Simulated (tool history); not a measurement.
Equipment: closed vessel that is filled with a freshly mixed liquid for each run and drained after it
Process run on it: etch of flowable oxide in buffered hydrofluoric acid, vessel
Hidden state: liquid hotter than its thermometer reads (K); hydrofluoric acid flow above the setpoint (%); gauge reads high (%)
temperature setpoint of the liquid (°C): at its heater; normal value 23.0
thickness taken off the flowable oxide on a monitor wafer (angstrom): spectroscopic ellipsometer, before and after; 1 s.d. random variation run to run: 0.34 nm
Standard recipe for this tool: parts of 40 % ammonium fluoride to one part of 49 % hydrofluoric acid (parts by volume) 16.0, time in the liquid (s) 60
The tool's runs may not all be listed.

run   hour  temperature setpoint of the liquid (°C)  parts of 40 % ammonium fluoride to one part of 49 % hydrofluoric acid (parts by volume)  time in the liquid (s)  wafers since the last listed run  hours since the thermometer was replaced  hours since the hydrofluoric acid flow meter was replaced  hours since the gauge calibration  read-back film thickness of the flowable oxide reference wafer, read on the same gauge (nm)  thickness taken off the flowable oxide on a monitor wafer (angstrom)
  1    0.0                                     23.0                                                                                     16.0                      60                                 0                                     532.8                                                     1385.0                              131.6                                                                                       119.96                                                                 796.2
  2   10.4                                     23.0                                                                                     16.0                      60                              1052                                     543.2                                                     1395.4                              142.0                                                                                       120.06                                                                 793.8
  3   21.8                                     23.0                                                                                     16.0                      60                              1153                                     554.6                                                     1406.8                              153.4                                                                                       119.95                                                                 795.0
  4   28.8                                     23.0                                                                                     16.0                      60                               708                                     561.6                                                     1413.8                              160.4                                                                                       120.01                                                                 795.2
  5   42.4                                     23.0                                                                                     16.0                      60                              1376                                     575.2                                                     1427.4                              174.0                                                                                       119.99                                                                 802.6
  6   48.7                                     23.0                                                                                     16.0                      60                               637                                     581.5                                                     1433.7                              180.3                                                                                       120.00                                                                 792.1
  7   55.4                                     23.0                                                                                     16.0                      60                               678                                     588.2                                                     1440.4                              187.0                                                                                       120.07                                                                 798.8
  8   72.3                                     23.0                                                                                     16.0                      60                              1710                                     605.1                                                     1457.3                              203.9                                                                                       120.00                                                                 802.9
  9   79.2                                     23.0                                                                                     16.0                      60                               698                                     612.0                                                     1464.2                              210.8                                                                                       119.96                                                                 804.9
 10   85.2                                     23.0                                                                                     16.0                      60                               607                                     618.0                                                     1470.2                              216.8                                                                                       119.97                                                                 793.3
      91.2  -- thermometer replaced
 11   96.5                                     23.0                                                                                     16.0                      60                              1042                                       5.3                                                     1481.5                              228.1                                                                                       120.02                                                                 754.4
 12  109.0                                     27.0                                                                                     14.5                      85                              1265                                      17.8                                                     1494.0                              240.6                                                                                       119.95                                                                1469.3
 13  126.2                                     26.0                                                                                     16.0                      60                              1741                                      35.0                                                     1511.2                              257.8                                                                                       119.96                                                                 887.1
     130.8  -- gauge calibrated
 14  141.6                                     20.0                                                                                     10.5                      45                              1558                                      50.4                                                     1526.6                               10.8                                                                                       120.02                                                                 723.1
 15  154.6                                     26.0                                                                                     16.0                      85                              1315                                      63.4                                                     1539.6                               23.8                                                                                       119.98                                                                1263.4
 16  172.1                                     23.0                                                                                     11.5                      75                              1771                                      80.9                                                     1557.1                               41.3                                                                                       120.01                                                                1305.7

Forecast run 17:
 17  183.7                                     24.5                                                                                     16.0                      60                              1174                                      92.5                                                     1568.7                               52.9                                                                                            ?                                                                     ?

read-back film thickness of the flowable oxide reference wafer, read on the same gauge (nm): 120.06
thickness taken off the flowable oxide on a monitor wafer (angstrom): 827.1
If the tool had no hidden condition, the same run with the same run-to-run variation would have returned thickness taken off the flowable oxide on a monitor wafer (angstrom) 816.8.

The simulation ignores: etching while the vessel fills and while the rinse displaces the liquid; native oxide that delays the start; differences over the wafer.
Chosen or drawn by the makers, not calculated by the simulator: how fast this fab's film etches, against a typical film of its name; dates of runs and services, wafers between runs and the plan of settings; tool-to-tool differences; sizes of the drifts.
